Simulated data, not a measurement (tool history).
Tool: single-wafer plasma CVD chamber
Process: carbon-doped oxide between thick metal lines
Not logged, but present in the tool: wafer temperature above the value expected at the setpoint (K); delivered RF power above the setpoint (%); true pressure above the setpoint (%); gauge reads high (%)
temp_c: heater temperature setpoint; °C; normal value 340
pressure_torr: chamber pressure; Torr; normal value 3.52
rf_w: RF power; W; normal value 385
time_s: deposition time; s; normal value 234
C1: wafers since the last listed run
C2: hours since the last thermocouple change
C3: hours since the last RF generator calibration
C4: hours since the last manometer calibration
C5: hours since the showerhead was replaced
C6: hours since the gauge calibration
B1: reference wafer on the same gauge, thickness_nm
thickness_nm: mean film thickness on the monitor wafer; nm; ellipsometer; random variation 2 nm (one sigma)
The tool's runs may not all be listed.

{"run": 1, "day": 0.0, "temp_c": 340, "pressure_torr": 3.74, "rf_w": 385, "time_s": 234, "C1": 0, "C2": 2088.4, "C3": 1674, "C4": 685.6, "C5": 2775.8, "C6": 180.8, "B1": 766.11, "thickness_nm": 844.494}
{"run": 2, "day": 4.183, "temp_c": 340, "pressure_torr": 3.74, "rf_w": 385, "time_s": 234, "C1": 603, "C2": 2188.8, "C3": 1774.4, "C4": 786, "C5": 2876.2, "C6": 281.2, "B1": 766.174, "thickness_nm": 843.962}
{"run": 3, "day": 5.104, "temp_c": 340, "pressure_torr": 3.52, "rf_w": 385, "time_s": 234, "C1": 132, "C2": 2210.9, "C3": 1796.5, "C4": 808.1, "C5": 2898.3, "C6": 303.3, "B1": 765.951, "thickness_nm": 831.96}
{"run": 4, "day": 6.233, "temp_c": 340, "pressure_torr": 3.52, "rf_w": 385, "time_s": 234, "C1": 163, "C2": 2238, "C3": 1823.6, "C4": 835.2, "C5": 2925.4, "C6": 330.4, "B1": 766.037, "thickness_nm": 830.405}
{"run": 5, "day": 6.854, "temp_c": 340, "pressure_torr": 3.52, "rf_w": 385, "time_s": 234, "C1": 89, "C2": 2252.9, "C3": 1838.5, "C4": 850.1, "C5": 2940.3, "C6": 345.3, "B1": 765.821, "thickness_nm": 830.665}
{"run": 6, "day": 7.717, "temp_c": 337, "pressure_torr": 3.52, "rf_w": 385, "time_s": 234, "C1": 124, "C2": 2273.6, "C3": 1859.2, "C4": 870.8, "C5": 2961, "C6": 366, "B1": 765.909, "thickness_nm": 843.36}
{"day": 8.767, "done": "capacitance manometer re-zeroed and calibrated"}
{"run": 7, "day": 9.079, "temp_c": 340, "pressure_torr": 3.52, "rf_w": 385, "time_s": 222, "C1": 148, "C2": 2306.3, "C3": 1891.9, "C4": 7.5, "C5": 2993.7, "C6": 398.7, "B1": 765.72, "thickness_nm": 775.399}
{"run": 8, "day": 10.071, "temp_c": 340, "pressure_torr": 3.52, "rf_w": 385, "time_s": 261, "C1": 143, "C2": 2330.1, "C3": 1915.7, "C4": 31.3, "C5": 3017.5, "C6": 422.5, "B1": 765.962, "thickness_nm": 913.452}
{"run": 9, "day": 10.646, "temp_c": 340, "pressure_torr": 3.52, "rf_w": 385, "time_s": 234, "C1": 83, "C2": 2343.9, "C3": 1929.5, "C4": 45.1, "C5": 3031.3, "C6": 436.3, "B1": 766.137, "thickness_nm": 820.43}
{"run": 10, "day": 11.212, "temp_c": 340, "pressure_torr": 3.52, "rf_w": 385, "time_s": 234, "C1": 81, "C2": 2357.5, "C3": 1943.1, "C4": 58.7, "C5": 3044.9, "C6": 449.9, "B1": 766.085, "thickness_nm": 819.284}
{"run": 11, "day": 12.633, "temp_c": 340, "pressure_torr": 3.52, "rf_w": 385, "time_s": 234, "C1": 205, "C2": 2391.6, "C3": 1977.2, "C4": 92.8, "C5": 3079, "C6": 484, "B1": 765.822, "thickness_nm": 819.348}
{"day": 14.262, "done": "showerhead replaced"}
{"run": 12, "day": 14.283, "temp_c": 340, "pressure_torr": 3.52, "rf_w": 385, "time_s": 234, "C1": 190, "C2": 2431.2, "C3": 2016.8, "C4": 132.4, "C5": 0.5, "C6": 523.6, "B1": 765.954, "thickness_nm": 824.015}
{"run": 13, "day": 15.312, "temp_c": 328, "pressure_torr": 4.2, "rf_w": 385, "time_s": 234, "C1": 148, "C2": 2455.9, "C3": 2041.5, "C4": 157.1, "C5": 25.2, "C6": 548.3, "B1": 766.016, "thickness_nm": 890.84}
{"run": 14, "day": 16.292, "temp_c": 335, "pressure_torr": 3.19, "rf_w": 350, "time_s": 214, "C1": 141, "C2": 2479.4, "C3": 2065, "C4": 180.6, "C5": 48.7, "C6": 571.8, "B1": 765.725, "thickness_nm": 695.434}
{"run": 15, "day": 17.317, "temp_c": 330, "pressure_torr": 4.11, "rf_w": 355, "time_s": 256, "C1": 147, "C2": 2504, "C3": 2089.6, "C4": 205.2, "C5": 73.3, "C6": 596.4, "B1": 766.074, "thickness_nm": 906.278}
{"run": 16, "day": 18.471, "temp_c": 340, "pressure_torr": 3.84, "rf_w": 385, "time_s": 253, "C1": 166, "C2": 2531.7, "C3": 2117.3, "C4": 232.9, "C5": 101, "C6": 624.1, "B1": 765.525, "thickness_nm": 908.109}
{"day": 18.638, "done": "gauge calibrated"}
{"run": 17, "day": 19.45, "temp_c": 337, "pressure_torr": 3.52, "rf_w": 385, "time_s": 234, "C1": 141, "C2": 2555.2, "C3": 2140.8, "C4": 256.4, "C5": 124.5, "C6": 19.5, "B1": 765.503, "thickness_nm": 830.84}

Run 18 has not been measured yet. What should we expect?
{"day": 20.079, "done": "thermocouple changed; heater temperature recalibrated"}
{"day": 20.162, "done": "RF generator calibrated"}
{"run": 18, "day": 20.183, "temp_c": 340, "pressure_torr": 4.4, "rf_w": 440, "time_s": 196, "C1": 45, "C2": 2.5, "C3": 0.5, "C4": 274, "C5": 142.1, "C6": 37.1, "B1": "?", "thickness_nm": "?"}

B1: 766.268
thickness_nm: 859.411 nm
On a tool with no hidden condition, and with the same random variation, this run would have come out at thickness_nm 851.826 nm.
